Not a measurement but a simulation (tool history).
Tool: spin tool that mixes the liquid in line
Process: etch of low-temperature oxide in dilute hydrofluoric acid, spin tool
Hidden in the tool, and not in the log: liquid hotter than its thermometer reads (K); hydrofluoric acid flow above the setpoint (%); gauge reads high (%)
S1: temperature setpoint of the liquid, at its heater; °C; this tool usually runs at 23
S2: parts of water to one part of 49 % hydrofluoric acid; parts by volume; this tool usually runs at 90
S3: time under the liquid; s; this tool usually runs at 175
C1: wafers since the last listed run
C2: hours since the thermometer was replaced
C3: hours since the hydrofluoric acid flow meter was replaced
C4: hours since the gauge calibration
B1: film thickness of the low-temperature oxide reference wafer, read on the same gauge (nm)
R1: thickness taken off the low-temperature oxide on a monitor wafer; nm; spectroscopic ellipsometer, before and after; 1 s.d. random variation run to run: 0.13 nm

| run | hour | S1 | S2 | S3 | C1 | C2 | C3 | C4 | B1 | R1 |
|---|---|---|---|---|---|---|---|---|---|---|
| 1 | 0 | 19 | 90 | 175 | 0 | 1582.8 | 1814.2 | 96.6 | 89.98 | 34.58 |
| 2 | 20.4 | 23 | 90 | 175 | 123 | 1603.2 | 1834.6 | 117 | 90 | 40.64 |
| 3 | 47.5 | 23 | 115 | 130 | 164 | 1630.3 | 1861.7 | 144.1 | 90.01 | 23.21 |
| 4 | 76.7 | 23 | 90 | 175 | 176 | 1659.5 | 1890.9 | 173.3 | 90 | 40.68 |
| 5 | 101.9 | 23 | 90 | 175 | 152 | 1684.7 | 1916.1 | 198.5 | 90 | 40.77 |
| 6 | 123.6 | 23 | 90 | 175 | 131 | 1706.4 | 1937.8 | 220.2 | 89.99 | 40.92 |
| 7 | 137 | 23 | 90 | 175 | 81 | 1719.8 | 1951.2 | 233.6 | 90.01 | 40.94 |
| 8 | 157.3 | 23 | 90 | 175 | 123 | 1740.1 | 1971.5 | 253.9 | 90.01 | 41.17 |
|  | 170.8 | hydrofluoric acid flow meter replaced |
| 9 | 189.9 | 23 | 90 | 175 | 191 | 1772.7 | 19.1 | 286.5 | 90 | 37.34 |
| 10 | 210 | 23 | 65 | 85 | 121 | 1792.8 | 39.2 | 306.6 | 90 | 25.72 |
|  | 222.5 | thermometer replaced |
| 11 | 233.8 | 23 | 90 | 175 | 138 | 11.3 | 63 | 330.4 | 89.99 | 34.92 |
| 12 | 259.7 | 19.5 | 55 | 75 | 156 | 37.2 | 88.9 | 356.3 | 90.01 | 22.24 |
| 13 | 305.6 | 20 | 70 | 70 | 278 | 83.1 | 134.8 | 402.2 | 90 | 16.44 |
|  | 309.7 | gauge calibrated |
| 14 | 335.5 | 27.5 | 60 | 225 | 181 | 113 | 164.7 | 25.8 | 90 | 85.06 |
| 15 | 360.9 | 20.5 | 130 | 150 | 153 | 138.4 | 190.1 | 51.2 | 90.01 | 18.07 |
| 16 | 390.9 | 23 | 100 | 175 | 181 | 168.4 | 220.1 | 81.2 | 89.99 | 31.64 |
| 17 | 410.8 | 23 | 90 | 255 | 120 | 188.3 | 240 | 101.1 | 90 | 51.72 |
| 18 | 424.6 | 19.5 | 70 | 100 | 83 | 202.1 | 253.8 | 114.9 | 90 | 23.13 |

3 ways to go on from here, each from the tool as it stands after run 18. What would each give?
| A | 425.1 | 23 | 90 | 175 | 3 | 202.6 | 254.3 | 115.4 | ? | ? |
| B | 425.1 | 23 | 90 | 105 | 3 | 202.6 | 254.3 | 115.4 | ? | ? |
| C | 425.1 | 25.5 | 90 | 145 | 3 | 202.6 | 254.3 | 115.4 | ? | ? |

| run | B1 | R1 |
|---|---|---|
| A | 89.99 | 35.51 |
| B | 89.99 | 21.31 |
| C | 89.99 | 32.49 |
Without the tool's hidden state the same runs would have given:
| run | R1 |
|---|---|
| A | 33.85 |
| B | 20.31 |
| C | 30.98 |

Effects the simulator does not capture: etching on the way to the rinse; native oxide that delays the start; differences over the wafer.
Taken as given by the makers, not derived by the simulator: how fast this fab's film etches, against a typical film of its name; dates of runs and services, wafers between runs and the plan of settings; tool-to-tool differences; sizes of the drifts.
